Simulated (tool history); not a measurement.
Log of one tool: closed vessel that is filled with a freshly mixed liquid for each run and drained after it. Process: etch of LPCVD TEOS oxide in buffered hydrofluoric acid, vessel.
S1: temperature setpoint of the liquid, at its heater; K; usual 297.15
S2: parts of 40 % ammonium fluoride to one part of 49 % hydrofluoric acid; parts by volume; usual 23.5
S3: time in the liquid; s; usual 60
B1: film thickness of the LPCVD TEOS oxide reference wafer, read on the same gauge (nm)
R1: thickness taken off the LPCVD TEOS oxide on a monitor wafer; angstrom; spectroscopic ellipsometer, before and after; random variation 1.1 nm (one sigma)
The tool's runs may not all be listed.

| run | hour | S1 | S2 | S3 | B1 | R1 |
|---|---|---|---|---|---|---|
| 1 | 0 | 297.15 | 23.5 | 60 | 110.02 | 1248.9 |
| 2 | 78.5 | 297.15 | 23.5 | 60 | 109.98 | 1253 |
| 3 | 136.8 | 297.15 | 23.5 | 60 | 110 | 1235.3 |
| 4 | 186.1 | 297.15 | 23.5 | 60 | 110.01 | 1248.8 |
|  | 196.5 | hydrofluoric acid flow meter replaced |
| 5 | 226.1 | 297.15 | 23.5 | 60 | 110 | 1334.6 |
| 6 | 325.4 | 297.15 | 23.5 | 60 | 109.98 | 1330 |
| 7 | 396.6 | 297.15 | 23.5 | 60 | 110.02 | 1329.8 |
| 8 | 447.6 | 297.15 | 28 | 60 | 109.97 | 1173.9 |
| 9 | 498.7 | 295.65 | 23.5 | 60 | 109.95 | 1207.2 |
| 10 | 593.9 | 295.65 | 23.5 | 60 | 109.99 | 1208.6 |
| 11 | 657.4 | 297.15 | 30 | 60 | 110.01 | 1083.1 |
| 12 | 725.3 | 297.15 | 30 | 60 | 110.01 | 1072.6 |
| 13 | 814.3 | 297.15 | 30 | 60 | 110.03 | 1072.1 |
| 14 | 850.7 | 297.15 | 14 | 40 | 109.96 | 1316.1 |
|  | 857.1 | thermometer replaced |
|  | 872.5 | gauge calibrated |
| 15 | 929.1 | 300.15 | 23.5 | 60 | 110 | 1514.7 |

Run 16 comes next. What will it give?
| 16 | 1023.9 | 300.15 | 18.5 | 60 | ? | ? |

B1: 109.98
R1: 1755.4 angstrom
Without the tool's hidden state the same run would have given R1 1892.5 angstrom.
